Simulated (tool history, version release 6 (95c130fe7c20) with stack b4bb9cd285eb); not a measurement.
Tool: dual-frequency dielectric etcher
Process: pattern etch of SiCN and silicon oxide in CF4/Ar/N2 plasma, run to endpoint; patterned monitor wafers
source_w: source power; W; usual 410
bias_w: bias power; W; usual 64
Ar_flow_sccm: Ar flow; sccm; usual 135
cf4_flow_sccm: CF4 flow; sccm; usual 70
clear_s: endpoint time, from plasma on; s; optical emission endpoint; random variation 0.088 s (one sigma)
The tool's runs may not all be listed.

| run | hour | source_w | bias_w | Ar_flow_sccm | cf4_flow_sccm | wafers since the last listed run | hours since the last wet clean | hours since the last source power generator calibration | hours since the last bias power generator calibration | hours since the last Ar flow controller change | hours since the last CF4 flow controller change | hours since the last upper electrode change | incoming incoming film thickness, nm | clear_s |
|---|---|---|---|---|---|---|---|---|---|---|---|---|---|---|
| 1 | 0.0 | 410 | 64 | 135 | 70 | 0 | 350.9 | 2241.3 | 2917.9 | 4749.9 | 2245.7 | 4729.1 | 15.71 | 20.9 |
| 2 | 64.0 | 410 | 64 | 123 | 70 | 600 | 414.9 | 2305.3 | 2981.9 | 4813.9 | 2309.7 | 4793.1 | 15.63 | 20.0 |
| 3 | 101.0 | 410 | 64 | 123 | 70 | 347 | 451.9 | 2342.3 | 3018.9 | 4850.9 | 2346.7 | 4830.1 | 15.72 | 20.2 |
|  | 152.6 | wet clean of the chamber |
| 4 | 153.1 | 370 | 64 | 135 | 70 | 263 | 0.5 | 2394.4 | 3071.0 | 4903.0 | 2398.8 | 4882.2 | 15.66 | 23.2 |
| 5 | 189.2 | 370 | 64 | 135 | 70 | 338 | 36.6 | 2430.5 | 3107.1 | 4939.1 | 2434.9 | 4918.3 | 15.67 | 23.0 |
| 6 | 219.9 | 370 | 64 | 135 | 70 | 288 | 67.3 | 2461.2 | 3137.8 | 4969.8 | 2465.6 | 4949.0 | 15.77 | 23.2 |
|  | 244.1 | source power generator calibrated |
| 7 | 271.0 | 410 | 64 | 135 | 70 | 441 | 118.4 | 26.9 | 3188.9 | 5020.9 | 2516.7 | 5000.1 | 15.79 | 22.0 |
| 8 | 319.8 | 410 | 64 | 135 | 70 | 457 | 167.2 | 75.7 | 3237.7 | 5069.7 | 2565.5 | 5048.9 | 15.68 | 21.7 |
| 9 | 363.2 | 410 | 64 | 135 | 70 | 407 | 210.6 | 119.1 | 3281.1 | 5113.1 | 2608.9 | 5092.3 | 15.67 | 21.5 |
| 10 | 418.1 | 480 | 64 | 135 | 70 | 515 | 265.5 | 174.0 | 3336.0 | 5168.0 | 2663.8 | 5147.2 | 15.74 | 19.0 |
|  | 439.0 | bias power generator calibrated |
| 11 | 478.7 | 410 | 64 | 135 | 70 | 531 | 326.1 | 234.6 | 39.7 | 5228.6 | 2724.4 | 5207.8 | 15.65 | 21.2 |
|  | 512.7 | CF4 flow controller replaced |
| 12 | 513.2 | 410 | 55 | 135 | 65 | 267 | 360.6 | 269.1 | 74.2 | 5263.1 | 0.5 | 5242.3 | 15.61 | 22.3 |
| 13 | 545.5 | 410 | 64 | 135 | 70 | 303 | 392.9 | 301.4 | 106.5 | 5295.4 | 32.8 | 5274.6 | 15.80 | 21.2 |
|  | 586.3 | Ar flow controller replaced |
| 14 | 597.4 | 370 | 68 | 163 | 63 | 430 | 444.8 | 353.3 | 158.4 | 11.1 | 84.7 | 5326.5 | 15.63 | 23.7 |
|  | 629.1 | upper electrode replaced |
| 15 | 629.6 | 410 | 64 | 135 | 70 | 76 | 477.0 | 385.5 | 190.6 | 43.3 | 116.9 | 0.5 | 15.75 | 21.0 |
| 16 | 659.5 | 410 | 64 | 123 | 70 | 280 | 506.9 | 415.4 | 220.5 | 73.2 | 146.8 | 30.4 | 15.80 | 20.7 |
|  | 706.5 | wet clean of the chamber |
| 17 | 726.5 | 410 | 77 | 135 | 65 | 403 | 20.0 | 482.4 | 287.5 | 140.2 | 213.8 | 97.4 | 15.73 | 21.2 |
| 18 | 777.3 | 350 | 64 | 135 | 70 | 476 | 70.8 | 533.2 | 338.3 | 191.0 | 264.6 | 148.2 | 15.78 | 24.8 |
| 19 | 869.7 | 410 | 64 | 135 | 76 | 866 | 163.2 | 625.6 | 430.7 | 283.4 | 357.0 | 240.6 | 15.81 | 21.3 |
| 20 | 919.1 | 450 | 64 | 102 | 70 | 463 | 212.6 | 675.0 | 480.1 | 332.8 | 406.4 | 290.0 | 15.76 | 18.8 |
| 21 | 953.6 | 410 | 64 | 135 | 70 | 323 | 247.1 | 709.5 | 514.6 | 367.3 | 440.9 | 324.5 | 15.68 | 21.5 |
| 22 | 1009.8 | 410 | 72 | 135 | 70 | 527 | 303.3 | 765.7 | 570.8 | 423.5 | 497.1 | 380.7 | 15.59 | 20.5 |
| 23 | 1062.0 | 410 | 64 | 135 | 54 | 489 | 355.5 | 817.9 | 623.0 | 475.7 | 549.3 | 432.9 | 15.61 | 22.2 |

5 ways to go on from here, each from the tool as it stands after run 23. What would each give?
| A | 1062.4 | 410 | 64 | 167 | 70 | 3 | 355.9 | 818.3 | 623.4 | 476.1 | 549.7 | 433.3 | 15.77 | ? |
| B | 1062.4 | 490 | 73 | 135 | 57 | 3 | 355.9 | 818.3 | 623.4 | 476.1 | 549.7 | 433.3 | 15.77 | ? |
| C | 1062.4 | 410 | 76 | 156 | 70 | 3 | 355.9 | 818.3 | 623.4 | 476.1 | 549.7 | 433.3 | 15.77 | ? |
| D | 1062.4 | 410 | 64 | 164 | 86 | 3 | 355.9 | 818.3 | 623.4 | 476.1 | 549.7 | 433.3 | 15.77 | ? |
| E | 1062.4 | 410 | 75 | 135 | 64 | 3 | 355.9 | 818.3 | 623.4 | 476.1 | 549.7 | 433.3 | 15.77 | ? |

| run | clear_s |
|---|---|
| A | 22.1 |
| B | 18.5 |
| C | 20.8 |
| D | 21.1 |
| E | 20.7 |
Without the tool's hidden state the same runs would have given:
| run | clear_s |
|---|---|
| A | 23.4 |
| B | 19.6 |
| C | 22.0 |
| D | 22.3 |
| E | 21.9 |
